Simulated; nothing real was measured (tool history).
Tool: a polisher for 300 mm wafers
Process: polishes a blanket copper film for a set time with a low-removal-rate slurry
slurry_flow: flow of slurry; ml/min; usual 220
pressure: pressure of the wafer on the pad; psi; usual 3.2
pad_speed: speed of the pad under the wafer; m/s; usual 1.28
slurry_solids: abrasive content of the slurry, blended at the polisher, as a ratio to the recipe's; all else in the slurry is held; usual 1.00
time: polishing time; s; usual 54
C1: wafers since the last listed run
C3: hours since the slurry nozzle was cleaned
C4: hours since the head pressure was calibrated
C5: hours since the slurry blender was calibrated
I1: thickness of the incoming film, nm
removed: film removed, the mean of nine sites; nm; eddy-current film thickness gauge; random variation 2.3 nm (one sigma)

{"run": 1, "day": 0.0, "slurry_flow": 220, "pressure": 3.2, "pad_speed": 1.28, "slurry_solids": 1.0, "time": 54, "C1": 0, "wafers polished on this pad": 961, "C3": 232.7, "C4": 619.0, "C5": 255.9, "I1": 1415.7, "removed": 221.4}
{"run": 2, "day": 0.892, "slurry_flow": 220, "pressure": 3.2, "pad_speed": 1.28, "slurry_solids": 1.0, "time": 54, "C1": 201, "wafers polished on this pad": 1162, "C3": 254.1, "C4": 640.4, "C5": 277.3, "I1": 1436.5, "removed": 218.5}
{"run": 3, "day": 2.346, "slurry_flow": 220, "pressure": 3.2, "pad_speed": 1.44, "slurry_solids": 1.0, "time": 54, "C1": 328, "wafers polished on this pad": 1491, "C3": 289.0, "C4": 675.3, "C5": 312.2, "I1": 1421.7, "removed": 235.4}
{"day": 2.433, "done": "slurry blender recalibrated"}
{"day": 2.667, "done": "head pressure recalibrated"}
{"run": 4, "day": 4.529, "slurry_flow": 220, "pressure": 2.8, "pad_speed": 1.28, "slurry_solids": 1.0, "time": 62, "C1": 455, "wafers polished on this pad": 1946, "C3": 341.4, "C4": 44.7, "C5": 50.3, "I1": 1428.0, "removed": 219.2}
{"run": 5, "day": 5.521, "slurry_flow": 220, "pressure": 2.8, "pad_speed": 1.28, "slurry_solids": 1.0, "time": 62, "C1": 224, "wafers polished on this pad": 2170, "C3": 365.2, "C4": 68.5, "C5": 74.1, "I1": 1441.1, "removed": 212.0}
{"run": 6, "day": 6.046, "slurry_flow": 220, "pressure": 2.8, "pad_speed": 1.28, "slurry_solids": 1.0, "time": 62, "C1": 118, "wafers polished on this pad": 2289, "C3": 377.8, "C4": 81.1, "C5": 86.7, "I1": 1432.6, "removed": 213.4}
{"run": 7, "day": 7.546, "slurry_flow": 220, "pressure": 3.2, "pad_speed": 1.28, "slurry_solids": 1.0, "time": 54, "C1": 338, "wafers polished on this pad": 2628, "C3": 413.8, "C4": 117.1, "C5": 122.7, "I1": 1422.2, "removed": 203.9}
{"day": 7.958, "done": "worn pad replaced by a new one"}
{"run": 8, "day": 8.921, "slurry_flow": 220, "pressure": 2.6, "pad_speed": 1.28, "slurry_solids": 1.0, "time": 54, "C1": 273, "wafers polished on this pad": 217, "C3": 446.8, "C4": 150.1, "C5": 155.7, "I1": 1458.6, "removed": 186.8}
{"day": 9.062, "done": "slurry nozzle cleaned"}
{"run": 9, "day": 9.442, "slurry_flow": 220, "pressure": 3.2, "pad_speed": 1.28, "slurry_solids": 1.0, "time": 54, "C1": 108, "wafers polished on this pad": 326, "C3": 9.1, "C4": 162.6, "C5": 168.2, "I1": 1419.5, "removed": 226.3}
{"run": 10, "day": 10.217, "slurry_flow": 220, "pressure": 3.2, "pad_speed": 1.28, "slurry_solids": 1.1, "time": 54, "C1": 175, "wafers polished on this pad": 501, "C3": 27.7, "C4": 181.2, "C5": 186.8, "I1": 1427.3, "removed": 226.3}
{"run": 11, "day": 11.533, "slurry_flow": 220, "pressure": 3.2, "pad_speed": 1.28, "slurry_solids": 1.3, "time": 54, "C1": 297, "wafers polished on this pad": 798, "C3": 59.3, "C4": 212.8, "C5": 218.4, "I1": 1421.5, "removed": 230.8}
{"run": 12, "day": 12.188, "slurry_flow": 220, "pressure": 3.2, "pad_speed": 1.28, "slurry_solids": 1.0, "time": 54, "C1": 147, "wafers polished on this pad": 946, "C3": 75.0, "C4": 228.5, "C5": 234.1, "I1": 1424.8, "removed": 218.6}
{"day": 14.321, "done": "slurry blender recalibrated"}
{"run": 13, "day": 15.983, "slurry_flow": 275, "pressure": 4.3, "pad_speed": 1.42, "slurry_solids": 1.0, "time": 35, "C1": 838, "wafers polished on this pad": 1785, "C3": 166.1, "C4": 319.6, "C5": 39.9, "I1": 1443.9, "removed": 212.0}
{"run": 14, "day": 17.379, "slurry_flow": 220, "pressure": 3.2, "pad_speed": 1.28, "slurry_solids": 1.0, "time": 54, "C1": 315, "wafers polished on this pad": 2100, "C3": 199.6, "C4": 353.1, "C5": 73.4, "I1": 1420.3, "removed": 212.1}
{"run": 15, "day": 17.879, "slurry_flow": 220, "pressure": 3.2, "pad_speed": 1.44, "slurry_solids": 1.15, "time": 54, "C1": 112, "wafers polished on this pad": 2213, "C3": 211.6, "C4": 365.1, "C5": 85.4, "I1": 1412.4, "removed": 238.2}
{"run": 16, "day": 19.275, "slurry_flow": 220, "pressure": 3.2, "pad_speed": 0.92, "slurry_solids": 1.0, "time": 54, "C1": 315, "wafers polished on this pad": 2529, "C3": 245.1, "C4": 398.6, "C5": 118.9, "I1": 1402.1, "removed": 166.0}
{"day": 19.692, "done": "worn pad replaced by a new one"}
{"run": 17, "day": 20.662, "slurry_flow": 220, "pressure": 4.0, "pad_speed": 1.16, "slurry_solids": 1.0, "time": 71, "C1": 275, "wafers polished on this pad": 219, "C3": 278.4, "C4": 431.9, "C5": 152.2, "I1": 1440.2, "removed": 346.9}
{"run": 18, "day": 21.75, "slurry_flow": 220, "pressure": 3.2, "pad_speed": 1.28, "slurry_solids": 1.0, "time": 54, "C1": 245, "wafers polished on this pad": 465, "C3": 304.5, "C4": 458.0, "C5": 178.3, "I1": 1413.5, "removed": 222.5}

Run 19 comes next. What will it give?
{"run": 19, "day": 22.412, "slurry_flow": 220, "pressure": 3.2, "pad_speed": 0.92, "slurry_solids": 0.75, "time": 54, "C1": 149, "wafers polished on this pad": 615, "C3": 320.4, "C4": 473.9, "C5": 194.2, "I1": 1423.7, "removed": "?"}

Run 19 gave removed 167.5 nm.
Without the tool's hidden state the same run would have given removed 182.4 nm.

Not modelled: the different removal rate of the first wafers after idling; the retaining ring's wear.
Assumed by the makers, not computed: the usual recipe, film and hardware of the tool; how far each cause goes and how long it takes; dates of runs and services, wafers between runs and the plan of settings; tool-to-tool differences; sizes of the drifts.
